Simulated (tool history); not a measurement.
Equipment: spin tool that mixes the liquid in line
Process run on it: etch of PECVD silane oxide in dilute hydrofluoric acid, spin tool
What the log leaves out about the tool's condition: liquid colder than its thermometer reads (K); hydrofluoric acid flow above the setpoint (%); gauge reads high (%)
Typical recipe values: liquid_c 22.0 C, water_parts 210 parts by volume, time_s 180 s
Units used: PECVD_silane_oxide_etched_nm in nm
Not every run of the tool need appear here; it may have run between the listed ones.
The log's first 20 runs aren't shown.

run	hour	liquid_c	water_parts	time_s	wafers since the last listed run	hours since the thermometer was replaced	hours since the hydrofluoric acid flow meter was replaced	hours since the gauge calibration	read-back film thickness of the PECVD silane oxide reference wafer, read on the same gauge (nm)	PECVD_silane_oxide_etched_nm
21	932.8	26.5	210	180	286	2141.9	80.8	2505.6	70.03	16.48
# hour 960.8: thermometer replaced
22	980.3	22.0	145	180	288	19.5	128.3	2553.1	70.04	22.36
23	1025.1	17.0	185	180	278	64.3	173.1	2597.9	70.01	13.80
24	1053.3	22.0	300	120	175	92.5	201.3	2626.1	69.99	6.14
25	1096.4	18.5	210	180	267	135.6	244.4	2669.2	69.98	12.53
26	1131.1	22.0	150	225	215	170.3	279.1	2703.9	70.02	27.07
27	1203.1	22.0	210	75	446	242.3	351.1	2775.9	69.94	5.98
# hour 1242.1: gauge calibrated
28	1249.5	27.0	305	240	288	288.7	397.5	7.4	69.96	14.13
29	1381.4	22.0	210	180	818	420.6	529.4	139.3	70.02	14.33
30	1510.8	22.0	145	280	803	550.0	658.8	268.7	69.98	34.52
31	1603.7	22.0	125	180	576	642.9	751.7	361.6	69.98	26.23
32	1647.7	23.5	210	285	273	686.9	795.7	405.6	70.04	23.88
33	1700.8	22.0	210	260	329	740.0	848.8	458.7	70.00	20.51
34	1730.8	20.0	310	210	186	770.0	878.8	488.7	70.00	9.51

Alternative continuations, all from the tool just after run 34; predict every row:
A	1731.3	22.0	210	180	3	770.5	879.3	489.2	?	?
B	1731.3	20.5	175	180	3	770.5	879.3	489.2	?	?
C	1731.3	25.5	210	180	3	770.5	879.3	489.2	?	?

run	read-back film thickness of the PECVD silane oxide reference wafer, read on the same gauge (nm)	PECVD_silane_oxide_etched_nm
A	70.02	14.39
B	70.02	16.89
C	70.02	16.37
The same runs, with their run-to-run variation unchanged, on a tool lacking any hidden condition would have given:
run	PECVD_silane_oxide_etched_nm
A	14.55
B	17.08
C	16.55
